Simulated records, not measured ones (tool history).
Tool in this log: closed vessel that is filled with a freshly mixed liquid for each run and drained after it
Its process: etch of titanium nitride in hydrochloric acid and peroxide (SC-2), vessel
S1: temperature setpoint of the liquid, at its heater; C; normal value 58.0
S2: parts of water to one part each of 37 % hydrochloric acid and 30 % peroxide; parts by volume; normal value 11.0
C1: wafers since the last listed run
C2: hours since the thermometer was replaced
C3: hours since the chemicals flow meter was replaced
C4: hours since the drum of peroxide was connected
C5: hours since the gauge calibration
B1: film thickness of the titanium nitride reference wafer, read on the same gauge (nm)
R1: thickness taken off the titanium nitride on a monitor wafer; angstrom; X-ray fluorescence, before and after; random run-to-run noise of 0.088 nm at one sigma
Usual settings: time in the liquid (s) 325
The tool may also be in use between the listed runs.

{"run": 1, "hour": 0.0, "S1": 63.5, "S2": 11.0, "time in the liquid (s)": 325, "C1": 0, "C2": 1877.0, "C3": 152.5, "C4": 1274.8, "C5": 386.8, "B1": 100.01, "R1": 168.5}
{"run": 2, "hour": 28.8, "S1": 63.5, "S2": 11.0, "time in the liquid (s)": 325, "C1": 2267, "C2": 1905.8, "C3": 181.3, "C4": 1303.6, "C5": 415.6, "B1": 100.01, "R1": 167.2}
{"run": 3, "hour": 53.9, "S1": 58.0, "S2": 11.0, "time in the liquid (s)": 325, "C1": 1976, "C2": 1930.9, "C3": 206.4, "C4": 1328.7, "C5": 440.7, "B1": 99.98, "R1": 119.7}
{"hour": 56.6, "done": "gauge calibrated"}
{"run": 4, "hour": 72.3, "S1": 58.0, "S2": 11.0, "time in the liquid (s)": 325, "C1": 1448, "C2": 1949.3, "C3": 224.8, "C4": 1347.1, "C5": 15.7, "B1": 99.99, "R1": 120.2}
{"run": 5, "hour": 106.0, "S1": 58.0, "S2": 11.0, "time in the liquid (s)": 325, "C1": 2653, "C2": 1983.0, "C3": 258.5, "C4": 1380.8, "C5": 49.4, "B1": 100.01, "R1": 118.6}
{"run": 6, "hour": 139.5, "S1": 58.0, "S2": 11.0, "time in the liquid (s)": 325, "C1": 2638, "C2": 2016.5, "C3": 292.0, "C4": 1414.3, "C5": 82.9, "B1": 100.0, "R1": 119.2}
{"run": 7, "hour": 169.7, "S1": 58.0, "S2": 11.0, "time in the liquid (s)": 175, "C1": 2378, "C2": 2046.7, "C3": 322.2, "C4": 1444.5, "C5": 113.1, "B1": 99.98, "R1": 65.3}
{"run": 8, "hour": 191.8, "S1": 58.0, "S2": 11.0, "time in the liquid (s)": 175, "C1": 1740, "C2": 2068.8, "C3": 344.3, "C4": 1466.6, "C5": 135.2, "B1": 100.0, "R1": 66.3}
{"run": 9, "hour": 207.1, "S1": 58.0, "S2": 11.0, "time in the liquid (s)": 175, "C1": 1204, "C2": 2084.1, "C3": 359.6, "C4": 1481.9, "C5": 150.5, "B1": 100.01, "R1": 65.7}
{"run": 10, "hour": 235.2, "S1": 64.5, "S2": 11.0, "time in the liquid (s)": 325, "C1": 2212, "C2": 2112.2, "C3": 387.7, "C4": 1510.0, "C5": 178.6, "B1": 100.02, "R1": 182.4}
{"run": 11, "hour": 255.8, "S1": 55.0, "S2": 13.0, "time in the liquid (s)": 325, "C1": 1622, "C2": 2132.8, "C3": 408.3, "C4": 1530.6, "C5": 199.2, "B1": 99.98, "R1": 87.1}
{"run": 12, "hour": 293.9, "S1": 55.0, "S2": 13.0, "time in the liquid (s)": 325, "C1": 3000, "C2": 2170.9, "C3": 446.4, "C4": 1568.7, "C5": 237.3, "B1": 100.03, "R1": 87.4}
{"hour": 305.9, "done": "thermometer replaced"}
{"hour": 316.5, "done": "chemicals flow meter replaced"}
{"run": 13, "hour": 324.8, "S1": 58.0, "S2": 11.0, "time in the liquid (s)": 145, "C1": 2275, "C2": 18.9, "C3": 8.3, "C4": 1599.6, "C5": 268.2, "B1": 99.98, "R1": 57.0}
{"run": 14, "hour": 358.6, "S1": 48.0, "S2": 15.5, "time in the liquid (s)": 385, "C1": 2661, "C2": 52.7, "C3": 42.1, "C4": 1633.4, "C5": 302.0, "B1": 100.0, "R1": 58.0}
{"hour": 388.0, "done": "new drum of peroxide connected"}
{"run": 15, "hour": 390.3, "S1": 50.5, "S2": 13.5, "time in the liquid (s)": 140, "C1": 2417, "C2": 84.4, "C3": 73.8, "C4": 2.3, "C5": 333.7, "B1": 100.01, "R1": 28.6}
{"run": 16, "hour": 405.2, "S1": 50.0, "S2": 11.0, "time in the liquid (s)": 225, "C1": 1173, "C2": 99.3, "C3": 88.7, "C4": 17.2, "C5": 348.6, "B1": 99.99, "R1": 52.1}
{"run": 17, "hour": 418.7, "S1": 58.0, "S2": 11.0, "time in the liquid (s)": 460, "C1": 1063, "C2": 112.8, "C3": 102.2, "C4": 30.7, "C5": 362.1, "B1": 99.98, "R1": 179.4}
{"hour": 422.2, "done": "gauge calibrated"}
{"run": 18, "hour": 436.5, "S1": 58.0, "S2": 11.0, "time in the liquid (s)": 215, "C1": 1401, "C2": 130.6, "C3": 120.0, "C4": 48.5, "C5": 14.3, "B1": 100.0, "R1": 85.1}
{"hour": 459.2, "done": "chemicals flow meter replaced, repeated, since the last time left the tool worse"}
{"run": 19, "hour": 471.2, "S1": 58.0, "S2": 14.0, "time in the liquid (s)": 160, "C1": 2653, "C2": 165.3, "C3": 12.0, "C4": 83.2, "C5": 49.0, "B1": 100.01, "R1": 46.1}
{"run": 20, "hour": 491.6, "S1": 58.0, "S2": 11.0, "time in the liquid (s)": 480, "C1": 1606, "C2": 185.7, "C3": 32.4, "C4": 103.6, "C5": 69.4, "B1": 100.01, "R1": 173.9}
{"run": 21, "hour": 519.3, "S1": 58.0, "S2": 11.0, "time in the liquid (s)": 215, "C1": 2181, "C2": 213.4, "C3": 60.1, "C4": 131.3, "C5": 97.1, "B1": 99.99, "R1": 76.8}
{"run": 22, "hour": 545.2, "S1": 64.0, "S2": 13.5, "time in the liquid (s)": 160, "C1": 2039, "C2": 239.3, "C3": 86.0, "C4": 157.2, "C5": 123.0, "B1": 100.01, "R1": 70.8}
{"run": 23, "hour": 572.6, "S1": 50.5, "S2": 13.5, "time in the liquid (s)": 140, "C1": 2157, "C2": 266.7, "C3": 113.4, "C4": 184.6, "C5": 150.4, "B1": 99.98, "R1": 26.2}
{"run": 24, "hour": 600.0, "S1": 58.0, "S2": 11.0, "time in the liquid (s)": 325, "C1": 2157, "C2": 294.1, "C3": 140.8, "C4": 212.0, "C5": 177.8, "B1": 99.99, "R1": 119.9}
{"run": 25, "hour": 631.3, "S1": 62.5, "S2": 8.5, "time in the liquid (s)": 515, "C1": 2464, "C2": 325.4, "C3": 172.1, "C4": 243.3, "C5": 209.1, "B1": 100.01, "R1": 304.1}

Each row is a separate what-if for the run after 25, all from the same tool condition, not one after another. Results?
{"run": "A", "hour": 632.0, "S1": 58.0, "S2": 11.0, "time in the liquid (s)": 325, "C1": 55, "C2": 326.1, "C3": 172.8, "C4": 244.0, "C5": 209.8, "B1": "?", "R1": "?"}
{"run": "B", "hour": 632.0, "S1": 58.0, "S2": 15.0, "time in the liquid (s)": 325, "C1": 55, "C2": 326.1, "C3": 172.8, "C4": 244.0, "C5": 209.8, "B1": "?", "R1": "?"}
{"run": "C", "hour": 632.0, "S1": 58.0, "S2": 6.5, "time in the liquid (s)": 380, "C1": 55, "C2": 326.1, "C3": 172.8, "C4": 244.0, "C5": 209.8, "B1": "?", "R1": "?"}
{"run": "D", "hour": 632.0, "S1": 49.0, "S2": 11.0, "time in the liquid (s)": 520, "C1": 55, "C2": 326.1, "C3": 172.8, "C4": 244.0, "C5": 209.8, "B1": "?", "R1": "?"}
{"run": "E", "hour": 632.0, "S1": 48.5, "S2": 9.5, "time in the liquid (s)": 170, "C1": 55, "C2": 326.1, "C3": 172.8, "C4": 244.0, "C5": 209.8, "B1": "?", "R1": "?"}

run=A B1=100.01 R1=116.7
run=B B1=100.01 R1=89.3
run=C B1=100.01 R1=208.3
run=D B1=100.01 R1=103.8
run=E B1=100.01 R1=37.1
The same runs, with their run-to-run variation unchanged, on a tool lacking any hidden condition would have given:
run=A R1=114.2
run=B R1=87.3
run=C R1=204.2
run=D R1=101.6
run=E R1=36.3
